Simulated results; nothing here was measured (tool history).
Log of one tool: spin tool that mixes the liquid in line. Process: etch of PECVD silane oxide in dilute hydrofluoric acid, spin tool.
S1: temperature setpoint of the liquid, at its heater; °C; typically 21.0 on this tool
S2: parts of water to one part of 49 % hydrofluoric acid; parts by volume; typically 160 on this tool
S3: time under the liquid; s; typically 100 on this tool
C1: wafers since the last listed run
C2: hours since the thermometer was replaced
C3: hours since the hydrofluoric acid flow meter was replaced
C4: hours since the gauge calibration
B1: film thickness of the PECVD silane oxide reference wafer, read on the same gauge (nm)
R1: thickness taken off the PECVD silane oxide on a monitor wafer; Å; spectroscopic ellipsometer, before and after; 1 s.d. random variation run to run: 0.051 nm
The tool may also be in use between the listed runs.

run 1 hour=0.0 | S1=21.0 S2=160 S3=100 | C1=0 C2=778.7 C3=812.7 C4=52.4 | B1=100.00 | R1=82.0
run 2 hour=12.1 | S1=21.0 S2=160 S3=100 | C1=162 C2=790.8 C3=824.8 C4=64.5 | B1=100.00 | R1=82.8
run 3 hour=47.3 | S1=21.0 S2=160 S3=100 | C1=472 C2=826.0 C3=860.0 C4=99.7 | B1=100.01 | R1=81.3
run 4 hour=73.3 | S1=21.0 S2=160 S3=100 | C1=348 C2=852.0 C3=886.0 C4=125.7 | B1=99.99 | R1=81.1
run 5 hour=87.1 | S1=21.0 S2=160 S3=100 | C1=185 C2=865.8 C3=899.8 C4=139.5 | B1=100.00 | R1=81.8
run 6 hour=118.2 | S1=21.0 S2=160 S3=100 | C1=417 C2=896.9 C3=930.9 C4=170.6 | B1=100.00 | R1=82.3
run 7 hour=138.2 | S1=21.0 S2=160 S3=100 | C1=268 C2=916.9 C3=950.9 C4=190.6 | B1=100.01 | R1=81.4
run 8 hour=173.4 | S1=21.0 S2=160 S3=100 | C1=472 C2=952.1 C3=986.1 C4=225.8 | B1=99.99 | R1=81.5
run 9 hour=199.3 | S1=21.0 S2=160 S3=100 | C1=347 C2=978.0 C3=1012.0 C4=251.7 | B1=100.00 | R1=82.0
run 10 hour=233.3 | S1=21.0 S2=160 S3=100 | C1=455 C2=1012.0 C3=1046.0 C4=285.7 | B1=100.00 | R1=81.6
run 11 hour=254.7 | S1=19.5 S2=120 S3=100 | C1=287 C2=1033.4 C3=1067.4 C4=307.1 | B1=99.99 | R1=106.1
run 12 hour=280.3 | S1=21.0 S2=185 S3=100 | C1=343 C2=1059.0 C3=1093.0 C4=332.7 | B1=100.01 | R1=69.1
run 13 hour=306.7 | S1=21.0 S2=160 S3=100 | C1=354 C2=1085.4 C3=1119.4 C4=359.1 | B1=100.00 | R1=82.2
-- hour=340.0 thermometer replaced
run 14 hour=340.5 | S1=21.0 S2=160 S3=100 | C1=439 C2=0.5 C3=1153.2 C4=392.9 | B1=99.99 | R1=81.2
run 15 hour=363.1 | S1=21.0 S2=80 S3=70 | C1=303 C2=23.1 C3=1175.8 C4=415.5 | B1=100.00 | R1=124.7
run 16 hour=390.2 | S1=21.0 S2=160 S3=100 | C1=363 C2=50.2 C3=1202.9 C4=442.6 | B1=100.01 | R1=81.9
run 17 hour=421.4 | S1=18.0 S2=200 S3=55 | C1=418 C2=81.4 C3=1234.1 C4=473.8 | B1=100.01 | R1=30.6
run 18 hour=446.5 | S1=21.0 S2=185 S3=80 | C1=336 C2=106.5 C3=1259.2 C4=498.9 | B1=100.00 | R1=55.0
-- hour=463.3 hydrofluoric acid flow meter replaced
run 19 hour=481.8 | S1=18.5 S2=190 S3=100 | C1=460 C2=141.8 C3=18.5 C4=534.2 | B1=99.99 | R1=60.4
-- hour=496.1 gauge calibrated
run 20 hour=505.3 | S1=17.0 S2=200 S3=150 | C1=315 C2=165.3 C3=42.0 C4=9.2 | B1=100.00 | R1=80.4
run 21 hour=526.3 | S1=21.0 S2=160 S3=100 | C1=281 C2=186.3 C3=63.0 C4=30.2 | B1=100.02 | R1=81.7
run 22 hour=542.4 | S1=21.0 S2=160 S3=100 | C1=215 C2=202.4 C3=79.1 C4=46.3 | B1=99.99 | R1=81.5
run 23 hour=567.3 | S1=21.0 S2=160 S3=100 | C1=333 C2=227.3 C3=104.0 C4=71.2 | B1=100.01 | R1=81.8
run 24 hour=580.1 | S1=25.0 S2=90 S3=100 | C1=171 C2=240.1 C3=116.8 C4=84.0 | B1=100.01 | R1=183.3
run 25 hour=615.6 | S1=19.0 S2=240 S3=75 | C1=476 C2=275.6 C3=152.3 C4=119.5 | B1=99.98 | R1=34.5
run 26 hour=635.0 | S1=21.0 S2=210 S3=100 | C1=260 C2=295.0 C3=171.7 C4=138.9 | B1=99.99 | R1=58.8
run 27 hour=670.1 | S1=21.0 S2=160 S3=100 | C1=470 C2=330.1 C3=206.8 C4=174.0 | B1=99.99 | R1=81.9
run 28 hour=702.9 | S1=18.0 S2=135 S3=130 | C1=439 C2=362.9 C3=239.6 C4=206.8 | B1=100.00 | R1=115.0

Consider 5 possible next runs. They are alternatives, not a sequence: every one starts from the tool as it was left by run 28. What does each give?
run A hour=703.3 | S1=21.0 S2=160 S3=100 | C1=5 C2=363.3 C3=240.0 C4=207.2 | B1=? | R1=?
run B hour=703.3 | S1=21.0 S2=125 S3=85 | C1=5 C2=363.3 C3=240.0 C4=207.2 | B1=? | R1=?
run C hour=703.3 | S1=17.0 S2=235 S3=60 | C1=5 C2=363.3 C3=240.0 C4=207.2 | B1=? | R1=?
run D hour=703.3 | S1=25.0 S2=160 S3=100 | C1=5 C2=363.3 C3=240.0 C4=207.2 | B1=? | R1=?
run E hour=703.3 | S1=23.0 S2=90 S3=100 | C1=5 C2=363.3 C3=240.0 C4=207.2 | B1=? | R1=?

run=A B1=100.01 R1=81.5
run=B B1=100.01 R1=92.1
run=C B1=100.01 R1=26.5
run=D B1=100.01 R1=95.1
run=E B1=100.01 R1=169.8
Stripped of hidden state, with their random variation kept, the same runs would have yielded:
run=A R1=81.5
run=B R1=92.1
run=C R1=26.5
run=D R1=95.1
run=E R1=169.8

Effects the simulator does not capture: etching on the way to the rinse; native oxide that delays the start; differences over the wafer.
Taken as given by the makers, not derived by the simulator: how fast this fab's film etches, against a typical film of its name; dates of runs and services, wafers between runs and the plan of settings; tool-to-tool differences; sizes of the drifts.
